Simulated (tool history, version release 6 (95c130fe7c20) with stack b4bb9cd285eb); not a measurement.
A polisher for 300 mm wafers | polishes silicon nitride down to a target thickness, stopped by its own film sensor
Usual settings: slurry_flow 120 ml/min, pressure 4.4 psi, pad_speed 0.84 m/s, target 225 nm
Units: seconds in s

| run | hour | slurry_flow | pressure | pad_speed | target | wafers since the last listed run | wafers polished on this pad | hours since the slurry nozzle was cleaned | hours since the head pressure was calibrated | incoming thickness of the incoming film, nm | seconds |
|---|---|---|---|---|---|---|---|---|---|---|---|
| 1 | 0 | 120 | 4.4 | 0.84 | 225 | 0 | 121 | 408.9 | 475.7 | 471 | 143.2 |
| 2 | 34.5 | 120 | 4.4 | 0.84 | 225 | 185 | 306 | 443.4 | 510.2 | 472.9 | 147.4 |
| 3 | 48.4 | 120 | 4.4 | 0.84 | 225 | 74 | 381 | 457.3 | 524.1 | 484.5 | 153.6 |
| 4 | 69.5 | 120 | 4.4 | 0.84 | 246 | 113 | 494 | 478.4 | 545.2 | 482.1 | 141.7 |
| 5 | 83.7 | 120 | 4.4 | 0.84 | 225 | 76 | 570 | 492.6 | 559.4 | 471.9 | 152.3 |
| 6 | 97.3 | 120 | 4.4 | 0.84 | 225 | 73 | 643 | 506.2 | 573 | 473 | 157 |
| 7 | 121.3 | 120 | 4.4 | 0.84 | 225 | 128 | 772 | 530.2 | 597 | 478.6 | 166.2 |
|  | 143.3 | worn pad replaced by a new one |
| 8 | 150.4 | 120 | 4.4 | 0.84 | 225 | 134 | 38 | 559.3 | 626.1 | 471.5 | 137.8 |
| 9 | 173.1 | 150 | 3 | 0.84 | 136 | 121 | 159 | 582 | 648.8 | 483.2 | 286.3 |
| 10 | 200.2 | 95 | 4.8 | 0.74 | 291 | 145 | 305 | 609.1 | 675.9 | 479.5 | 114.3 |
| 11 | 219.1 | 120 | 4.4 | 0.84 | 225 | 101 | 406 | 628 | 694.8 | 486.7 | 152.4 |
|  | 229.7 | head pressure recalibrated |
| 12 | 243.2 | 120 | 4.4 | 0.84 | 225 | 118 | 525 | 652.1 | 13.5 | 484.2 | 154.8 |
| 13 | 258.5 | 120 | 4.4 | 0.72 | 225 | 82 | 607 | 667.4 | 28.8 | 477.4 | 173.8 |
| 14 | 277.9 | 155 | 5.1 | 0.64 | 278 | 104 | 711 | 686.8 | 48.2 | 474.7 | 124.1 |
|  | 282 | worn pad replaced by a new one |
| 15 | 302 | 120 | 4.4 | 0.84 | 225 | 107 | 107 | 710.9 | 72.3 | 480 | 148.1 |
|  | 336.9 | slurry nozzle cleaned |
| 16 | 392.4 | 120 | 5.4 | 0.84 | 255 | 479 | 587 | 55.5 | 162.7 | 478.6 | 112.3 |
|  | 423.2 | worn pad replaced by a new one |
| 17 | 427.3 | 145 | 4.4 | 0.84 | 287 | 165 | 22 | 90.4 | 197.6 | 483.8 | 107 |

4 ways to go on from here, each from the tool as it stands after run 17. What would each give?
| A | 427.8 | 120 | 4.4 | 0.92 | 225 | 2 | 24 | 90.9 | 198.1 | 477.7 | ? |
| B | 427.8 | 120 | 5.7 | 0.84 | 280 | 2 | 24 | 90.9 | 198.1 | 477.7 | ? |
| C | 427.8 | 105 | 3.7 | 0.58 | 173 | 2 | 24 | 90.9 | 198.1 | 477.7 | ? |
| D | 427.8 | 100 | 4.4 | 0.92 | 225 | 2 | 24 | 90.9 | 198.1 | 477.7 | ? |

| run | seconds |
|---|---|
| A | 133.4 |
| B | 86 |
| C | 270.3 |
| D | 137.7 |
Without the tool's hidden state the same runs would have given:
| run | seconds |
|---|---|
| A | 132.5 |
| B | 85.4 |
| C | 268.4 |
| D | 136.7 |

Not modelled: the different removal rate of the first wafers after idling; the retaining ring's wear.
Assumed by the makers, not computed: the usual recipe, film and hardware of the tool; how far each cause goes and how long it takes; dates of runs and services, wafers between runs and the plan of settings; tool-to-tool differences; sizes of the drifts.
